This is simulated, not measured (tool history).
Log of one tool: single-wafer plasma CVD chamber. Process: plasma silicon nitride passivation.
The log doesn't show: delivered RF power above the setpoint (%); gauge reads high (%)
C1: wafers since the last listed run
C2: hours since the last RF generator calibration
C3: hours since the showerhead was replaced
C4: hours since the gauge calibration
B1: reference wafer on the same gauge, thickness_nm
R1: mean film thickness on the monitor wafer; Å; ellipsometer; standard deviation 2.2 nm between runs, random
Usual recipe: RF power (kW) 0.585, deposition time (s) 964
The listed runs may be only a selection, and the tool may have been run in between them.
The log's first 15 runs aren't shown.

{"day": 7.567, "done": "showerhead replaced"}
{"run": 16, "day": 7.588, "RF power (kW)": 0.585, "deposition time (s)": 964, "C1": 47, "C2": 2216.7, "C3": 0.5, "C4": 273.6, "B1": 1470.368, "R1": 14610.51}
{"run": 17, "day": 7.667, "RF power (kW)": 0.585, "deposition time (s)": 964, "C1": 5, "C2": 2218.6, "C3": 2.4, "C4": 275.5, "B1": 1469.853, "R1": 14582.65}
{"day": 8.454, "done": "RF generator calibrated"}
{"run": 18, "day": 8.475, "RF power (kW)": 0.585, "deposition time (s)": 964, "C1": 30, "C2": 0.5, "C3": 21.8, "C4": 294.9, "B1": 1469.837, "R1": 14594.53}
{"run": 19, "day": 8.967, "RF power (kW)": 0.53, "deposition time (s)": 1047, "C1": 31, "C2": 12.3, "C3": 33.6, "C4": 306.7, "B1": 1469.663, "R1": 15497.4}
{"run": 20, "day": 9.242, "RF power (kW)": 0.525, "deposition time (s)": 870, "C1": 17, "C2": 18.9, "C3": 40.2, "C4": 313.3, "B1": 1470.234, "R1": 12896.61}
{"run": 21, "day": 9.842, "RF power (kW)": 0.585, "deposition time (s)": 1023, "C1": 38, "C2": 33.3, "C3": 54.6, "C4": 327.7, "B1": 1470.234, "R1": 15533.22}
{"run": 22, "day": 10.212, "RF power (kW)": 0.585, "deposition time (s)": 964, "C1": 23, "C2": 42.2, "C3": 63.5, "C4": 336.6, "B1": 1470.239, "R1": 14594.23}
{"day": 11.067, "done": "gauge calibrated"}
{"run": 23, "day": 11.575, "RF power (kW)": 0.67, "deposition time (s)": 964, "C1": 86, "C2": 74.9, "C3": 96.2, "C4": 12.2, "B1": 1470.29, "R1": 15077.1}
{"run": 24, "day": 12.375, "RF power (kW)": 0.645, "deposition time (s)": 879, "C1": 50, "C2": 94.1, "C3": 115.4, "C4": 31.4, "B1": 1470.345, "R1": 13617.02}
{"run": 25, "day": 13.017, "RF power (kW)": 0.585, "deposition time (s)": 964, "C1": 40, "C2": 109.5, "C3": 130.8, "C4": 46.8, "B1": 1470.364, "R1": 14567.48}
{"run": 26, "day": 13.575, "RF power (kW)": 0.525, "deposition time (s)": 865, "C1": 35, "C2": 122.9, "C3": 144.2, "C4": 60.2, "B1": 1469.616, "R1": 12789.88}
{"run": 27, "day": 13.875, "RF power (kW)": 0.62, "deposition time (s)": 1146, "C1": 19, "C2": 130.1, "C3": 151.4, "C4": 67.4, "B1": 1469.766, "R1": 17557.97}
{"run": 28, "day": 14.496, "RF power (kW)": 0.585, "deposition time (s)": 964, "C1": 39, "C2": 145, "C3": 166.3, "C4": 82.3, "B1": 1470.242, "R1": 14577.19}
{"run": 29, "day": 14.842, "RF power (kW)": 0.55, "deposition time (s)": 864, "C1": 22, "C2": 153.3, "C3": 174.6, "C4": 90.6, "B1": 1470.067, "R1": 12889.83}
{"run": 30, "day": 15.371, "RF power (kW)": 0.48, "deposition time (s)": 1020, "C1": 33, "C2": 166, "C3": 187.3, "C4": 103.3, "B1": 1470.261, "R1": 14795.51}
{"run": 31, "day": 16.071, "RF power (kW)": 0.585, "deposition time (s)": 859, "C1": 44, "C2": 182.8, "C3": 204.1, "C4": 120.1, "B1": 1470.444, "R1": 12984.22}
{"run": 32, "day": 16.792, "RF power (kW)": 0.495, "deposition time (s)": 862, "C1": 45, "C2": 200.1, "C3": 221.4, "C4": 137.4, "B1": 1470.625, "R1": 12582.43}
{"run": 33, "day": 17.229, "RF power (kW)": 0.53, "deposition time (s)": 964, "C1": 27, "C2": 210.6, "C3": 231.9, "C4": 147.9, "B1": 1470.277, "R1": 14309.1}
{"run": 34, "day": 17.692, "RF power (kW)": 0.625, "deposition time (s)": 1119, "C1": 29, "C2": 221.7, "C3": 243, "C4": 159, "B1": 1470.119, "R1": 17162.57}
{"run": 35, "day": 18.371, "RF power (kW)": 0.585, "deposition time (s)": 964, "C1": 43, "C2": 238, "C3": 259.3, "C4": 175.3, "B1": 1469.814, "R1": 14595.38}
{"run": 36, "day": 19.058, "RF power (kW)": 0.695, "deposition time (s)": 1045, "C1": 43, "C2": 254.5, "C3": 275.8, "C4": 191.8, "B1": 1470.103, "R1": 16417.06}

Forecast each of these 5 alternatives for the next run:
{"run": "A", "day": 19.088, "RF power (kW)": 0.63, "deposition time (s)": 964, "C1": 1, "C2": 255.2, "C3": 276.5, "C4": 192.5, "B1": "?", "R1": "?"}
{"run": "B", "day": 19.088, "RF power (kW)": 0.64, "deposition time (s)": 1132, "C1": 1, "C2": 255.2, "C3": 276.5, "C4": 192.5, "B1": "?", "R1": "?"}
{"run": "C", "day": 19.088, "RF power (kW)": 0.63, "deposition time (s)": 875, "C1": 1, "C2": 255.2, "C3": 276.5, "C4": 192.5, "B1": "?", "R1": "?"}
{"run": "D", "day": 19.088, "RF power (kW)": 0.585, "deposition time (s)": 866, "C1": 1, "C2": 255.2, "C3": 276.5, "C4": 192.5, "B1": "?", "R1": "?"}
{"run": "E", "day": 19.088, "RF power (kW)": 0.525, "deposition time (s)": 964, "C1": 1, "C2": 255.2, "C3": 276.5, "C4": 192.5, "B1": "?", "R1": "?"}

run=A B1=1469.973 R1=14816.6
run=B B1=1469.973 R1=17458.67
run=C B1=1469.973 R1=13448.67
run=D B1=1469.973 R1=13099.35
run=E B1=1469.973 R1=14254.14
Had the tool no hidden state, the same runs would have come out as:
run=A R1=14816.6
run=B R1=17458.67
run=C R1=13448.67
run=D R1=13099.35
run=E R1=14254.14
